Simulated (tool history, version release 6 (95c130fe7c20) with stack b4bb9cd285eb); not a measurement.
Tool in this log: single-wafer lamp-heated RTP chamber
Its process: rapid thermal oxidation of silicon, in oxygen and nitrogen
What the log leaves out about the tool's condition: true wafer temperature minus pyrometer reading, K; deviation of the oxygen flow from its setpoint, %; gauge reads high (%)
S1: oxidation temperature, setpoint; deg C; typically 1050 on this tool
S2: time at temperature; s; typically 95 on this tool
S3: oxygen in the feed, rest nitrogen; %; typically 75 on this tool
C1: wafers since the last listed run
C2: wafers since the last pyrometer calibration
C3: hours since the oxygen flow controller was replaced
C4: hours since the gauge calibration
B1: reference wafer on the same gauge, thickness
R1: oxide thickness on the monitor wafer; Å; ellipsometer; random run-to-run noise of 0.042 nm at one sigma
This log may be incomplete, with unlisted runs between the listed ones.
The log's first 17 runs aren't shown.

{"run": 18, "day": 21.246, "S1": 1050, "S2": 95, "S3": 75, "C1": 188, "C2": 192, "C3": 5932.7, "C4": 134.7, "B1": 7.887, "R1": 96.87}
{"run": 19, "day": 22.662, "S1": 1050, "S2": 95, "S3": 75, "C1": 235, "C2": 427, "C3": 5966.7, "C4": 168.7, "B1": 7.875, "R1": 96.15}
{"run": 20, "day": 23.454, "S1": 1058, "S2": 58, "S3": 56, "C1": 131, "C2": 559, "C3": 5985.7, "C4": 187.7, "B1": 7.874, "R1": 73.59}
{"day": 24.275, "done": "oxygen flow controller replaced"}
{"run": 21, "day": 26.592, "S1": 1066, "S2": 95, "S3": 75, "C1": 465, "C2": 1025, "C3": 55.6, "C4": 263.0, "B1": 7.888, "R1": 108.64}
{"run": 22, "day": 27.929, "S1": 1070, "S2": 95, "S3": 75, "C1": 222, "C2": 1247, "C3": 87.7, "C4": 295.1, "B1": 7.884, "R1": 111.66}
{"run": 23, "day": 29.012, "S1": 1050, "S2": 60, "S3": 98, "C1": 179, "C2": 1427, "C3": 113.7, "C4": 321.1, "B1": 7.88, "R1": 86.11}
{"run": 24, "day": 29.767, "S1": 1050, "S2": 95, "S3": 75, "C1": 125, "C2": 1552, "C3": 131.8, "C4": 339.2, "B1": 7.886, "R1": 97.11}
{"run": 25, "day": 30.4, "S1": 1060, "S2": 124, "S3": 75, "C1": 105, "C2": 1657, "C3": 147.0, "C4": 354.4, "B1": 7.89, "R1": 117.14}
{"run": 26, "day": 31.617, "S1": 1050, "S2": 95, "S3": 75, "C1": 202, "C2": 1860, "C3": 176.2, "C4": 383.6, "B1": 7.878, "R1": 96.58}
{"run": 27, "day": 32.462, "S1": 1050, "S2": 95, "S3": 75, "C1": 140, "C2": 2000, "C3": 196.5, "C4": 403.9, "B1": 7.877, "R1": 96.65}
{"run": 28, "day": 33.525, "S1": 1059, "S2": 95, "S3": 57, "C1": 176, "C2": 2177, "C3": 222.0, "C4": 429.4, "B1": 7.88, "R1": 93.35}
{"run": 29, "day": 34.467, "S1": 1035, "S2": 131, "S3": 98, "C1": 156, "C2": 2333, "C3": 244.6, "C4": 452.0, "B1": 7.875, "R1": 111.96}
{"run": 30, "day": 35.325, "S1": 1038, "S2": 57, "S3": 59, "C1": 142, "C2": 2476, "C3": 265.2, "C4": 472.6, "B1": 7.88, "R1": 65.43}
{"run": 31, "day": 35.846, "S1": 1026, "S2": 95, "S3": 75, "C1": 86, "C2": 2562, "C3": 277.7, "C4": 485.1, "B1": 7.875, "R1": 83.01}
{"run": 32, "day": 36.396, "S1": 1025, "S2": 137, "S3": 50, "C1": 91, "C2": 2653, "C3": 290.9, "C4": 498.3, "B1": 7.884, "R1": 83.37}
{"run": 33, "day": 36.996, "S1": 1050, "S2": 120, "S3": 75, "C1": 99, "C2": 2753, "C3": 305.3, "C4": 512.7, "B1": 7.871, "R1": 108.69}
{"run": 34, "day": 37.942, "S1": 1025, "S2": 73, "S3": 98, "C1": 157, "C2": 2910, "C3": 328.0, "C4": 535.4, "B1": 7.871, "R1": 79.52}
{"run": 35, "day": 39.25, "S1": 1020, "S2": 134, "S3": 51, "C1": 217, "C2": 3128, "C3": 359.4, "C4": 566.8, "B1": 7.878, "R1": 80.48}
{"run": 36, "day": 40.625, "S1": 1030, "S2": 117, "S3": 66, "C1": 228, "C2": 3356, "C3": 392.4, "C4": 599.8, "B1": 7.883, "R1": 89.05}
{"run": 37, "day": 41.533, "S1": 1050, "S2": 125, "S3": 50, "C1": 150, "C2": 3507, "C3": 414.2, "C4": 621.6, "B1": 7.88, "R1": 95.9}
{"run": 38, "day": 42.454, "S1": 1062, "S2": 70, "S3": 93, "C1": 152, "C2": 3660, "C3": 436.3, "C4": 643.7, "B1": 7.875, "R1": 99.81}
{"run": 39, "day": 43.779, "S1": 1050, "S2": 109, "S3": 75, "C1": 220, "C2": 3880, "C3": 468.1, "C4": 675.5, "B1": 7.886, "R1": 104.02}

Alternative continuations, all from the tool just after run 39; predict every row:
{"run": "A", "day": 43.8, "S1": 1073, "S2": 95, "S3": 75, "C1": 3, "C2": 3883, "C3": 468.6, "C4": 676.0, "B1": "?", "R1": "?"}
{"run": "B", "day": 43.8, "S1": 1022, "S2": 95, "S3": 75, "C1": 3, "C2": 3883, "C3": 468.6, "C4": 676.0, "B1": "?", "R1": "?"}
{"run": "C", "day": 43.8, "S1": 1024, "S2": 70, "S3": 83, "C1": 3, "C2": 3883, "C3": 468.6, "C4": 676.0, "B1": "?", "R1": "?"}

run=A B1=7.881 R1=113.95
run=B B1=7.881 R1=80.19
run=C B1=7.881 R1=73.52
With no hidden state in the tool, these same runs would have given:
run=A R1=112.67
run=B R1=79.22
run=C R1=72.63
